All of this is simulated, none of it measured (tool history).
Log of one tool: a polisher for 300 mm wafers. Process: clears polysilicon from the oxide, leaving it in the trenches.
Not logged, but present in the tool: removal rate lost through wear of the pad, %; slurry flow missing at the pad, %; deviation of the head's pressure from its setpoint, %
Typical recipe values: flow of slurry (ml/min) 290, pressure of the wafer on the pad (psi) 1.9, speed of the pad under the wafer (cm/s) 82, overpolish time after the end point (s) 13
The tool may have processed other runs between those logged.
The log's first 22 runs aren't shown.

run   hour  flow of slurry (ml/min)  pressure of the wafer on the pad (psi)  speed of the pad under the wafer (cm/s)  overpolish time after the end point (s)  wafers since the last listed run  wafers polished on this pad  hours since the slurry nozzle was cleaned  hours since the head pressure was calibrated  incoming thickness of the incoming film, nm  time until the end point was called (s)  dishing of a wide line in a test structure (Å)
     265.1  -- worn pad replaced by a new one
 23  273.6                      290                                     1.9                                       82                                       13                               431                           87                                       89.4                                         102.7                                        329.4                                     38.3                                             469
 24  287.6                      315                                     1.9                                       74                                       13                               144                          232                                      103.4                                         116.7                                        331.5                                     41.8                                             453
 25  298.9                      290                                     1.9                                       68                                        9                               116                          349                                      114.7                                         128.0                                        336.2                                     47.4                                             359
 26  308.3                      360                                     1.7                                       82                                       13                                97                          446                                      124.1                                         137.4                                        334.0                                     41.9                                             446
 27  320.5                      290                                     1.6                                      104                                       19                               125                          571                                      136.3                                         149.6                                        329.6                                     38.7                                             517
 28  336.2                      250                                     1.9                                      108                                       19                               162                          734                                      152.0                                         165.3                                        324.7                                     31.8                                             538
 29  346.9                      290                                     1.9                                       82                                       13                               110                          844                                      162.7                                         176.0                                        325.4                                     40.5                                             454
 30  356.3                      375                                     1.4                                      100                                       21                                97                          941                                      172.1                                         185.4                                        327.6                                     46.6                                             515
 31  370.2                      290                                     2.4                                       92                                       13                               143                         1084                                      186.0                                         199.3                                        328.1                                     30.0                                             513
 32  386.1                      290                                     1.9                                       82                                       13                               164                         1249                                      201.9                                         215.2                                        328.8                                     42.2                                             454
     396.7  -- worn pad replaced by a new one
 33  416.5                      290                                     2.2                                       82                                       13                               272                          203                                      232.3                                         245.6                                        327.8                                     34.3                                             493
 34  425.2                      290                                     1.9                                       96                                       13                                89                          293                                      241.0                                         254.3                                        322.7                                     31.7                                             491
 35  439.6                      290                                     1.4                                       82                                       13                               148                          442                                      255.4                                         268.7                                        330.4                                     52.6                                             411

Forecast each of these 3 alternatives for the next run:
  A  440.0                      290                                     1.9                                       82                                       13                                 4                          446                                      255.8                                         269.1                                        333.5                                        ?                                               ?
  B  440.0                      225                                     1.9                                       82                                       13                                 4                          446                                      255.8                                         269.1                                        333.5                                        ?                                               ?
  C  440.0                      290                                     1.2                                       82                                       13                                 4                          446                                      255.8                                         269.1                                        333.5                                        ?                                               ?

run  time until the end point was called (s)  dishing of a wide line in a test structure (Å)
  A                                     40.1                                             464
  B                                     41.3                                             459
  C                                     63.5                                             376
With the hidden condition removed and each run's random variation left untouched, the same runs would have given:
run  time until the end point was called (s)  dishing of a wide line in a test structure (Å)
  A                                     38.3                                             472
  B                                     39.4                                             467
  C                                     60.6                                             386

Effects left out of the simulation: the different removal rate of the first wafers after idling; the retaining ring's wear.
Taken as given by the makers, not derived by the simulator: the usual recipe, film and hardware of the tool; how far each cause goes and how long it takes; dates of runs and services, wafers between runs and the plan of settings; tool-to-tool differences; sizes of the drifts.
